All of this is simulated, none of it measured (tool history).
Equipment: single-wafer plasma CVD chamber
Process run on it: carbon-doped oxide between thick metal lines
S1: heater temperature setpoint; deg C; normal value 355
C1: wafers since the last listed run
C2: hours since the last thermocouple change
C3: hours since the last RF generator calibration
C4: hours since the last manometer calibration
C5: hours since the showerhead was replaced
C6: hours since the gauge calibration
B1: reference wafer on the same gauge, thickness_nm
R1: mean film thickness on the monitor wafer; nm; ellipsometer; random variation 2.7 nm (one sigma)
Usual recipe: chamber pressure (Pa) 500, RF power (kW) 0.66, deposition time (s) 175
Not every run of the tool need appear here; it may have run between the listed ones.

run 1 hour=0 | S1=355 chamber_pressure_(Pa)=551 RF_power_(kW)=0.66 deposition_time_(s)=193 | C1=0 C2=1610 C3=604.9 C4=1005.2 C5=4247.8 C6=25.1 | B1=1180.168 | R1=1081.922
run 2 hour=10.9 | S1=355 chamber_pressure_(Pa)=429 RF_power_(kW)=0.66 deposition_time_(s)=194 | C1=68 C2=1620.9 C3=615.8 C4=1016.1 C5=4258.7 C6=36 | B1=1179.537 | R1=1063.509
run 3 hour=21.9 | S1=355 chamber_pressure_(Pa)=429 RF_power_(kW)=0.66 deposition_time_(s)=194 | C1=69 C2=1631.9 C3=626.8 C4=1027.1 C5=4269.7 C6=47 | B1=1178.314 | R1=1058.203
run 4 hour=31.4 | S1=355 chamber_pressure_(Pa)=429 RF_power_(kW)=0.66 deposition_time_(s)=194 | C1=59 C2=1641.4 C3=636.3 C4=1036.6 C5=4279.2 C6=56.5 | B1=1178.954 | R1=1067.006
run 5 hour=43.1 | S1=355 chamber_pressure_(Pa)=500 RF_power_(kW)=0.66 deposition_time_(s)=175 | C1=73 C2=1653.1 C3=648 C4=1048.3 C5=4290.9 C6=68.2 | B1=1179.792 | R1=971.5
run 6 hour=56.9 | S1=355 chamber_pressure_(Pa)=500 RF_power_(kW)=0.66 deposition_time_(s)=175 | C1=86 C2=1666.9 C3=661.8 C4=1062.1 C5=4304.7 C6=82 | B1=1180.168 | R1=972.472
-- hour=79.3 thermocouple changed; heater temperature recalibrated
run 7 hour=79.8 | S1=355 chamber_pressure_(Pa)=597 RF_power_(kW)=0.66 deposition_time_(s)=162 | C1=93 C2=0.5 C3=684.7 C4=1085 C5=4327.6 C6=104.9 | B1=1180.994 | R1=913.082
run 8 hour=89.7 | S1=355 chamber_pressure_(Pa)=597 RF_power_(kW)=0.66 deposition_time_(s)=162 | C1=62 C2=10.4 C3=694.6 C4=1094.9 C5=4337.5 C6=114.8 | B1=1179.884 | R1=916.784
run 9 hour=132.2 | S1=355 chamber_pressure_(Pa)=597 RF_power_(kW)=0.66 deposition_time_(s)=162 | C1=267 C2=52.9 C3=737.1 C4=1137.4 C5=4380 C6=157.3 | B1=1180.288 | R1=915.486
-- hour=144.3 capacitance manometer re-zeroed and calibrated
run 10 hour=144.8 | S1=355 chamber_pressure_(Pa)=500 RF_power_(kW)=0.66 deposition_time_(s)=194 | C1=28 C2=65.5 C3=749.7 C4=0.5 C5=4392.6 C6=169.9 | B1=1179.588 | R1=1078.413
-- hour=154.9 showerhead replaced, of another model than before
-- hour=162.3 gauge calibrated
-- hour=162.9 RF generator calibrated
run 11 hour=163.4 | S1=361 chamber_pressure_(Pa)=500 RF_power_(kW)=0.66 deposition_time_(s)=175 | C1=16 C2=84.1 C3=0.5 C4=19.1 C5=8.5 C6=1.1 | B1=1179.894 | R1=1000.629
run 12 hour=163.7 | S1=343 chamber_pressure_(Pa)=500 RF_power_(kW)=0.755 deposition_time_(s)=175 | C1=1 C2=84.4 C3=0.8 C4=19.4 C5=8.8 C6=1.4 | B1=1180.873 | R1=1167.702
run 13 hour=171.1 | S1=362 chamber_pressure_(Pa)=500 RF_power_(kW)=0.66 deposition_time_(s)=175 | C1=46 C2=91.8 C3=8.2 C4=26.8 C5=16.2 C6=8.8 | B1=1180.637 | R1=991.229
run 14 hour=181.3 | S1=355 chamber_pressure_(Pa)=431 RF_power_(kW)=0.66 deposition_time_(s)=175 | C1=64 C2=102 C3=18.4 C4=37 C5=26.4 C6=19 | B1=1180.593 | R1=984.663
run 15 hour=190.2 | S1=355 chamber_pressure_(Pa)=500 RF_power_(kW)=0.66 deposition_time_(s)=175 | C1=56 C2=110.9 C3=27.3 C4=45.9 C5=35.3 C6=27.9 | B1=1179.279 | R1=1004.375
run 16 hour=200.4 | S1=355 chamber_pressure_(Pa)=500 RF_power_(kW)=0.66 deposition_time_(s)=175 | C1=64 C2=121.1 C3=37.5 C4=56.1 C5=45.5 C6=38.1 | B1=1179.873 | R1=1001.724
run 17 hour=217.7 | S1=362 chamber_pressure_(Pa)=603 RF_power_(kW)=0.66 deposition_time_(s)=175 | C1=108 C2=138.4 C3=54.8 C4=73.4 C5=62.8 C6=55.4 | B1=1180.922 | R1=1006.066
run 18 hour=231.3 | S1=355 chamber_pressure_(Pa)=500 RF_power_(kW)=0.66 deposition_time_(s)=175 | C1=85 C2=152 C3=68.4 C4=87 C5=76.4 C6=69 | B1=1180.187 | R1=996.128
run 19 hour=238.2 | S1=364 chamber_pressure_(Pa)=549 RF_power_(kW)=0.57 deposition_time_(s)=175 | C1=43 C2=158.9 C3=75.3 C4=93.9 C5=83.3 C6=75.9 | B1=1179.359 | R1=853.513
run 20 hour=251.9 | S1=362 chamber_pressure_(Pa)=500 RF_power_(kW)=0.775 deposition_time_(s)=175 | C1=86 C2=172.6 C3=89 C4=107.6 C5=97 C6=89.6 | B1=1179.838 | R1=1114.527

Predict each of these 5 candidate next runs independently; none follows another, all start after run 20:
run A hour=252.3 | S1=355 chamber_pressure_(Pa)=500 RF_power_(kW)=0.71 deposition_time_(s)=175 | C1=2 C2=173 C3=89.4 C4=108 C5=97.4 C6=90 | B1=? | R1=?
run B hour=252.3 | S1=355 chamber_pressure_(Pa)=500 RF_power_(kW)=0.58 deposition_time_(s)=162 | C1=2 C2=173 C3=89.4 C4=108 C5=97.4 C6=90 | B1=? | R1=?
run C hour=252.3 | S1=355 chamber_pressure_(Pa)=500 RF_power_(kW)=0.575 deposition_time_(s)=175 | C1=2 C2=173 C3=89.4 C4=108 C5=97.4 C6=90 | B1=? | R1=?
run D hour=252.3 | S1=355 chamber_pressure_(Pa)=565 RF_power_(kW)=0.66 deposition_time_(s)=175 | C1=2 C2=173 C3=89.4 C4=108 C5=97.4 C6=90 | B1=? | R1=?
run E hour=252.3 | S1=359 chamber_pressure_(Pa)=500 RF_power_(kW)=0.66 deposition_time_(s)=206 | C1=2 C2=173 C3=89.4 C4=108 C5=97.4 C6=90 | B1=? | R1=?

run=A B1=1180.088 R1=1049.98
run=B B1=1180.088 R1=808.919
run=C B1=1180.088 R1=866.115
run=D B1=1180.088 R1=1003.322
run=E B1=1180.088 R1=1147.623
What these runs would have given with no unlogged condition in the tool:
run=A R1=1074.291
run=B R1=828.83
run=C R1=887.433
run=D R1=1026.975
run=E R1=1174.679

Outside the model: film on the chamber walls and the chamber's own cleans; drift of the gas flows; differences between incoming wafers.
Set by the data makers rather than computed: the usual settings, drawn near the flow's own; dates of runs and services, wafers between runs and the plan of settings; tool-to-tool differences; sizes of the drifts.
